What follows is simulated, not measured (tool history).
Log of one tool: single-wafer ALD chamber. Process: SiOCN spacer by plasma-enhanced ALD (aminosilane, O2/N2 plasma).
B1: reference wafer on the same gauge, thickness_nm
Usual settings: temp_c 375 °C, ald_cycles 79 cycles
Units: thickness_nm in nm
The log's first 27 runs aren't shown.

Run 28, hour 738.9: usual settings but temp_c 379 °C, ald_cycles 73 cycles; B1 5.574. Result: thickness_nm 4.757 nm.
Run 29, hour 762.6: usual settings but temp_c 365 °C, ald_cycles 64 cycles; B1 5.578. Result: thickness_nm 4.150 nm.
Run 30, hour 796.1: usual settings but temp_c 368 °C, ald_cycles 67 cycles; B1 5.586. Result: thickness_nm 4.356 nm.
Run 31, hour 813.2: usual settings but temp_c 365 °C, ald_cycles 89 cycles; B1 5.587. Result: thickness_nm 5.794 nm.
Run 32, hour 833.9: usual settings but temp_c 369 °C, ald_cycles 71 cycles; B1 5.592. Result: thickness_nm 4.611 nm.
Run 33, hour 847.2: usual settings but temp_c 381 °C, ald_cycles 85 cycles; B1 5.597. Result: thickness_nm 5.537 nm.
Run 34, hour 878.4: usual settings but temp_c 379 °C; B1 5.602. Result: thickness_nm 5.160 nm.
Run 35, hour 912.3: usual settings but temp_c 390 °C, ald_cycles 87 cycles; B1 5.610. Result: thickness_nm 5.674 nm.
Run 36, hour 946.4: usual settings but temp_c 365 °C, ald_cycles 63 cycles; B1 5.617. Result: thickness_nm 4.127 nm.

5 ways to go on from here, each from the tool as it stands after run 36. What would each give?
Run A, hour 947.0: usual settings but ald_cycles 75 cycles; B1 ?. Result: thickness_nm ?.
Run B, hour 947.0: usual settings but ald_cycles 86 cycles; B1 ?. Result: thickness_nm ?.
Run C, hour 947.0: usual settings but temp_c 386 °C, ald_cycles 72 cycles; B1 ?. Result: thickness_nm ?.
Run D, hour 947.0: usual settings but temp_c 364 °C, ald_cycles 91 cycles; B1 ?. Result: thickness_nm ?.
Run E, hour 947.0: usual settings but temp_c 368 °C; B1 ?. Result: thickness_nm ?.

run     B1  thickness_nm
  A  5.616         4.901
  B  5.616         5.620
  C  5.616         4.705
  D  5.616         5.946
  E  5.616         5.162
Without the tool's hidden state the same runs would have given:
run  thickness_nm
  A         4.825
  B         5.533
  C         4.632
  D         5.855
  E         5.082
